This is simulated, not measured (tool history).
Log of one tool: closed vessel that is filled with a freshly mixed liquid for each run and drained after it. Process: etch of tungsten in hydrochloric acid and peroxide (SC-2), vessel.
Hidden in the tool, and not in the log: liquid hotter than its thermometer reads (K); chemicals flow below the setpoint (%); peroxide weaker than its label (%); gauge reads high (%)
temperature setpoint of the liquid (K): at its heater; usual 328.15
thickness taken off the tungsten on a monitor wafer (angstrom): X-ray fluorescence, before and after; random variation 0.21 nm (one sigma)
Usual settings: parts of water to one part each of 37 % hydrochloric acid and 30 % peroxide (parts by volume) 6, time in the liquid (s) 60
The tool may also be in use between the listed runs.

run	hour	temperature setpoint of the liquid (K)	parts of water to one part each of 37 % hydrochloric acid and 30 % peroxide (parts by volume)	time in the liquid (s)	wafers since the last listed run	hours since the thermometer was replaced	hours since the chemicals flow meter was replaced	hours since the drum of peroxide was connected	hours since the gauge calibration	read-back film thickness of the tungsten reference wafer, read on the same gauge (nm)	thickness taken off the tungsten on a monitor wafer (angstrom)
1	0	328.15	6	60	0	36.2	1432	931.8	46	130.02	253.8
2	6.2	328.15	6	60	531	42.4	1438.2	938	52.2	129.98	247.9
3	23.8	328.15	6	35	1510	60	1455.8	955.6	69.8	130.01	146.6
4	32.6	328.15	6	60	755	68.8	1464.6	964.4	78.6	130.01	251
5	46.4	328.15	6	60	1184	82.6	1478.4	978.2	92.4	130	252.7
6	53	328.15	6	60	566	89.2	1485	984.8	99	130	254
7	61.6	328.15	6	75	737	97.8	1493.6	993.4	107.6	129.99	315.8
# hour 64.5: chemicals flow meter replaced
8	109	331.15	6	60	3981	145.2	44.5	1040.8	155	130	308.2
9	116.4	335.65	7.5	35	634	152.6	51.9	1048.2	162.4	129.99	199
10	124.6	331.15	6	60	703	160.8	60.1	1056.4	170.6	129.99	305
11	132.2	323.15	9	30	652	168.4	67.7	1064	178.2	130.01	66.7
12	138.6	324.65	8.5	45	549	174.8	74.1	1070.4	184.6	130	116.5
13	156.5	334.15	7.5	60	1535	192.7	92	1088.3	202.5	130.01	313.5
14	174.3	328.15	6	60	1527	210.5	109.8	1106.1	220.3	130	257.8
15	183.1	337.15	4.5	60	755	219.3	118.6	1114.9	229.1	130	561.7
16	215.2	328.15	6	60	2754	251.4	150.7	1147	261.2	130.02	259.7
17	227.9	328.15	6	60	1089	264.1	163.4	1159.7	273.9	130.02	255.7
# hour 231.8: new drum of peroxide connected
18	234.9	328.15	7.5	30	514	271.1	170.4	3.1	280.9	129.99	116.5
19	244.1	328.15	4.5	80	789	280.3	179.6	12.3	290.1	130.01	458.6
20	260.4	328.15	7.5	60	1398	296.6	195.9	28.6	306.4	129.99	235.8
21	273.8	328.15	6	60	1149	310	209.3	42	319.8	130.01	276.5
22	286.1	333.65	6	50	1055	322.3	221.6	54.3	332.1	130	325.8
23	299.5	328.15	4	40	1149	335.7	235	67.7	345.5	130	249.3
24	316.1	328.15	6	40	1424	352.3	251.6	84.3	362.1	130.01	185.3
25	322.2	322.15	6	60	523	358.4	257.7	90.4	368.2	130.02	186.9
26	335.7	331.15	6	40	1158	371.9	271.2	103.9	381.7	130	226
27	350.2	328.15	6	60	1244	386.4	285.7	118.4	396.2	130.01	280.7
28	359.6	324.65	6	85	806	395.8	295.1	127.8	405.6	129.99	319
29	373	328.15	6	70	1149	409.2	308.5	141.2	419	129.99	325.5

5 ways to go on from here, each from the tool as it stands after run 29. What would each give?
A	373.7	328.15	6	60	60	409.9	309.2	141.9	419.7	?	?
B	373.7	328.15	9	75	60	409.9	309.2	141.9	419.7	?	?
C	373.7	333.15	8	60	60	409.9	309.2	141.9	419.7	?	?
D	373.7	324.15	7	60	60	409.9	309.2	141.9	419.7	?	?
E	373.7	328.15	6	45	60	409.9	309.2	141.9	419.7	?	?

run	read-back film thickness of the tungsten reference wafer, read on the same gauge (nm)	thickness taken off the tungsten on a monitor wafer (angstrom)
A	129.99	280.2
B	129.99	254.6
C	129.99	307.6
D	129.99	191.9
E	129.99	210.1
Without the tool's hidden state the same runs would have given:
run	thickness taken off the tungsten on a monitor wafer (angstrom)
A	266.3
B	242.1
C	292.9
D	182.2
E	199.7
